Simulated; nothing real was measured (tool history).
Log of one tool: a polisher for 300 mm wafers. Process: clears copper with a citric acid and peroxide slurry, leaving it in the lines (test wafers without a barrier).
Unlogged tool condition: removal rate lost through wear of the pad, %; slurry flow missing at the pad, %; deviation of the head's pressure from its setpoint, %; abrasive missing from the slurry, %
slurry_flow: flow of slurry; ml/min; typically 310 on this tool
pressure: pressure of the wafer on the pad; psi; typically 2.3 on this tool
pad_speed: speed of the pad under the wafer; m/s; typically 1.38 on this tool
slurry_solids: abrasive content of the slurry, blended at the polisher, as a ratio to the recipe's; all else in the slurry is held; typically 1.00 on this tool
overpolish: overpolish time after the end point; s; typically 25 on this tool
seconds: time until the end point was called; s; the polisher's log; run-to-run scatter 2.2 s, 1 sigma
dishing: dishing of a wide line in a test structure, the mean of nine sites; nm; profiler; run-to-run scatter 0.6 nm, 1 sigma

run,hour,slurry_flow,pressure,pad_speed,slurry_solids,overpolish,wafers since the last listed run,wafers polished on this pad,hours since the slurry nozzle was cleaned,hours since the head pressure was calibrated,hours since the slurry blender was calibrated,"incoming thickness of the incoming film, nm",seconds,dishing
1,0.0,310,2.3,1.38,1.00,25,0,3462,380.4,92.5,90.9,287.6,119.8,36.5
2,41.9,310,2.3,1.38,1.00,25,381,3843,422.3,134.4,132.8,289.1,124.6,37.4
# hour 85.3: worn pad replaced by a new one
# hour 89.7: slurry nozzle cleaned
3,92.8,310,2.3,1.38,1.00,25,417,59,3.1,185.3,183.7,285.6,122.5,37.6
4,162.6,310,2.3,1.38,1.00,25,635,694,72.9,255.1,253.5,282.7,124.6,37.4
5,234.2,310,2.3,1.38,1.00,25,651,1346,144.5,326.7,325.1,287.8,125.7,37.3
6,300.6,375,1.6,1.70,0.90,25,604,1950,210.9,393.1,391.5,285.9,160.5,30.5
7,339.7,310,2.3,1.38,1.00,25,355,2306,250.0,432.2,430.6,287.4,125.4,36.3
# hour 368.4: slurry blender recalibrated
8,370.0,310,2.3,1.38,1.00,25,257,2563,280.3,462.5,1.6,286.1,125.2,37.8
9,401.2,310,2.3,1.38,0.80,17,283,2847,311.5,493.7,32.8,288.4,127.6,26.4
10,425.8,310,2.3,1.38,1.00,25,223,3071,336.1,518.3,57.4,284.0,125.7,37.0
11,455.1,220,2.3,1.38,0.90,25,266,3338,365.4,547.6,86.7,286.6,134.4,35.7
# hour 480.0: slurry nozzle cleaned
12,525.2,210,2.3,1.54,1.00,25,628,3967,45.2,617.7,156.8,284.8,119.1,38.3
# hour 556.0: worn pad replaced by a new one
13,590.9,310,1.8,1.38,1.00,35,561,317,110.9,683.4,222.5,286.2,157.0,39.9
14,662.0,405,2.0,1.38,1.00,25,647,964,182.0,754.5,293.6,283.1,137.2,34.3
15,728.9,310,2.3,1.38,1.10,25,608,1573,248.9,821.4,360.5,279.0,119.1,38.6
# hour 781.9: slurry blender recalibrated
16,851.4,265,1.9,1.38,1.00,25,1096,2670,371.4,943.9,69.5,286.8,152.7,32.3
# hour 883.9: slurry nozzle cleaned
17,906.9,235,2.3,1.38,1.00,25,496,3166,23.0,999.4,125.0,284.2,125.0,36.4
# hour 910.7: head pressure recalibrated
# hour 966.2: worn pad replaced by a new one
18,971.9,395,2.3,1.38,1.00,25,536,51,88.0,61.2,190.0,286.4,121.3,38.3
19,1030.2,310,2.3,1.38,1.00,25,530,582,146.3,119.5,248.3,286.4,121.4,37.1
20,1143.3,310,2.3,1.38,1.00,25,1029,1611,259.4,232.6,361.4,282.1,121.8,37.1
21,1186.0,310,2.7,1.64,1.00,25,388,2000,302.1,275.3,404.1,289.0,95.4,45.2
22,1232.0,310,2.3,1.38,1.30,25,418,2419,348.1,321.3,450.1,282.3,119.2,39.0
23,1258.0,310,2.3,1.82,1.00,25,236,2655,374.1,347.3,476.1,285.0,103.6,42.3
# hour 1288.2: slurry blender recalibrated
24,1299.8,265,2.7,0.98,1.00,25,362,3017,415.9,389.1,11.6,286.9,127.9,36.8
# hour 1316.9: slurry nozzle cleaned
25,1331.7,415,2.3,1.78,1.00,25,281,3299,14.8,421.0,43.5,286.1,103.1,43.0
26,1385.7,310,1.9,1.38,1.00,16,491,3790,68.8,475.0,97.5,290.8,147.3,22.3
# hour 1394.2: worn pad replaced by a new one
27,1424.0,310,2.3,1.38,1.10,11,312,271,107.1,513.3,135.8,284.4,125.2,18.8
28,1464.4,310,2.3,1.38,0.75,20,367,638,147.5,553.7,176.2,289.8,130.8,30.4

Predict each of these 4 candidate next runs independently; none follows another, all start after run 28:
A,1464.9,350,2.3,1.38,1.00,25,4,643,148.0,554.2,176.7,283.4,?,?
B,1464.9,310,1.8,1.38,0.70,25,4,643,148.0,554.2,176.7,283.4,?,?
C,1464.9,270,1.6,1.86,1.00,25,4,643,148.0,554.2,176.7,283.4,?,?
D,1464.9,255,2.9,1.38,1.00,25,4,643,148.0,554.2,176.7,283.4,?,?

run,seconds,dishing
A,120.5,38.7
B,161.1,30.2
C,146.3,32.4
D,99.1,45.7
The same runs, with their run-to-run variation unchanged, on a tool lacking any hidden condition would have given:
run,seconds,dishing
A,120.5,38.7
B,161.1,30.2
C,146.3,32.4
D,99.1,45.7
